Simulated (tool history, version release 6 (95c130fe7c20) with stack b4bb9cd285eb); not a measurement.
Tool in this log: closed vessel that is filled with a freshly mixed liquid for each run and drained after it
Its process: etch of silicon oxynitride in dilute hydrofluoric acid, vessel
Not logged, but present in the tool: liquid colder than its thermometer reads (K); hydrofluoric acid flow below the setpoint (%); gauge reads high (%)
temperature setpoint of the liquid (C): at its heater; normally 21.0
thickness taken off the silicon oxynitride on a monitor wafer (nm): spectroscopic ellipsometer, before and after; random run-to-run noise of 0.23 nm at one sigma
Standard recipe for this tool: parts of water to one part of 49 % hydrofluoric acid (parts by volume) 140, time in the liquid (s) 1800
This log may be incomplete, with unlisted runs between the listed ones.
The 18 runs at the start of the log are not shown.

run,day,temperature setpoint of the liquid (C),parts of water to one part of 49 % hydrofluoric acid (parts by volume),time in the liquid (s),wafers since the last listed run,hours since the thermometer was replaced,hours since the hydrofluoric acid flow meter was replaced,hours since the gauge calibration,"read-back film thickness of the silicon oxynitride reference wafer, read on the same gauge (nm)",thickness taken off the silicon oxynitride on a monitor wafer (nm)
19,65.821,22.5,175,1085,1047,1041.7,257.5,446.1,109.98,13.78
20,69.225,21.0,140,1800,2067,1123.4,339.2,527.8,110.00,27.25
21,71.117,18.5,120,2735,1148,1168.8,384.6,573.2,109.99,42.77
22,73.654,25.5,115,2530,1541,1229.7,445.5,634.1,110.00,58.88
23,77.888,21.0,140,2235,2571,1331.3,547.1,735.7,110.00,33.80
24,80.792,18.5,140,1385,1763,1401.0,616.8,805.4,110.01,18.18
25,82.892,21.0,140,885,1275,1451.4,667.2,855.8,109.98,13.14
# day 84.125: thermometer replaced
26,84.404,22.5,170,2460,893,6.7,703.5,892.1,110.00,34.15
27,87.221,17.5,140,830,1710,74.3,771.1,959.7,110.01,11.16
28,89.733,21.0,140,1800,1526,134.6,831.4,1020.0,110.02,28.51
29,92.200,18.0,105,1365,1498,193.8,890.6,1079.2,110.00,25.63
30,96.462,21.0,160,1100,2588,296.1,992.9,1181.5,110.01,14.88
31,100.229,19.5,120,1355,2287,386.5,1083.3,1271.9,109.99,23.39
# day 105.858: hydrofluoric acid flow meter replaced
32,108.775,21.0,140,880,5165,591.6,70.0,1477.0,110.00,13.70
33,111.542,21.0,140,1800,1680,658.0,136.4,1543.4,109.98,27.64

Here are 3 independent what-if runs from the current tool condition. What would each one return?
A,111.588,21.0,140,1800,27,659.1,137.5,1544.5,?,?
B,111.588,17.0,100,2835,27,659.1,137.5,1544.5,?,?
C,111.588,19.0,185,2130,27,659.1,137.5,1544.5,?,?

run,"read-back film thickness of the silicon oxynitride reference wafer, read on the same gauge (nm)",thickness taken off the silicon oxynitride on a monitor wafer (nm)
A,110.00,27.69
B,110.00,51.52
C,110.00,21.88
Without the tool's unlogged condition, the same runs would have read:
run,thickness taken off the silicon oxynitride on a monitor wafer (nm)
A,28.63
B,53.37
C,22.62
